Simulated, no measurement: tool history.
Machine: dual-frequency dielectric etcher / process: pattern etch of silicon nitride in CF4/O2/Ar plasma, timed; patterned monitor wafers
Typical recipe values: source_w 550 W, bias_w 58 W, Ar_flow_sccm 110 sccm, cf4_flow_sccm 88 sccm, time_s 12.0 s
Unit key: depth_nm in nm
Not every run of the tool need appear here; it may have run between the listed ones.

run,hour,source_w,bias_w,Ar_flow_sccm,cf4_flow_sccm,time_s,"read-back reference wafer on the same gauge, depth_nm",depth_nm
1,0.0,550,58,110,88,12.0,25.80,26.81
# hour 25.6: Ar flow controller replaced
2,26.1,550,58,110,88,12.0,25.79,27.27
3,41.8,690,49,110,88,10.0,25.85,25.24
4,70.8,550,58,94,88,12.0,25.88,27.67
5,86.0,650,58,110,88,12.0,25.86,31.58
# hour 135.8: gauge calibrated
6,138.6,550,58,110,88,12.0,24.74,26.21
7,173.2,550,62,131,88,12.0,24.78,26.69
# hour 194.3: source power generator calibrated
8,202.1,550,58,110,88,12.0,24.81,25.88
# hour 227.5: wet clean of the chamber
9,228.0,420,58,110,88,14.5,24.85,24.87
10,266.2,460,52,110,88,13.5,24.87,23.62
# hour 296.5: bias power generator calibrated
11,300.7,460,52,110,88,13.5,24.92,23.58
# hour 312.1: CF4 flow controller replaced
# hour 331.3: upper electrode replaced
12,331.8,550,58,110,88,12.0,24.93,26.12
13,350.8,550,58,110,94,10.0,24.96,22.02
14,378.4,620,58,110,88,12.0,24.97,29.72
15,414.1,550,58,110,88,12.0,25.05,26.03
16,440.3,550,58,110,88,13.5,25.05,29.78
17,461.3,550,69,118,88,12.0,25.07,28.86
18,479.5,550,58,97,88,8.5,25.09,18.95
19,507.9,550,58,110,88,14.0,25.13,30.45
20,539.1,550,44,110,88,12.0,25.14,22.50
21,564.8,550,58,110,88,9.0,25.17,19.75

4 ways to go on from here, each from the tool as it stands after run 21. What would each give?
A,565.2,550,64,110,88,12.0,?,?
B,565.2,690,53,110,88,10.5,?,?
C,565.2,550,58,110,77,12.0,?,?
D,565.2,550,51,83,102,14.5,?,?

run,"read-back reference wafer on the same gauge, depth_nm",depth_nm
A,25.18,27.88
B,25.18,26.94
C,25.18,26.01
D,25.18,30.83
Had the tool no hidden state, the same runs would have come out as:
run,depth_nm
A,27.46
B,26.53
C,25.62
D,30.37
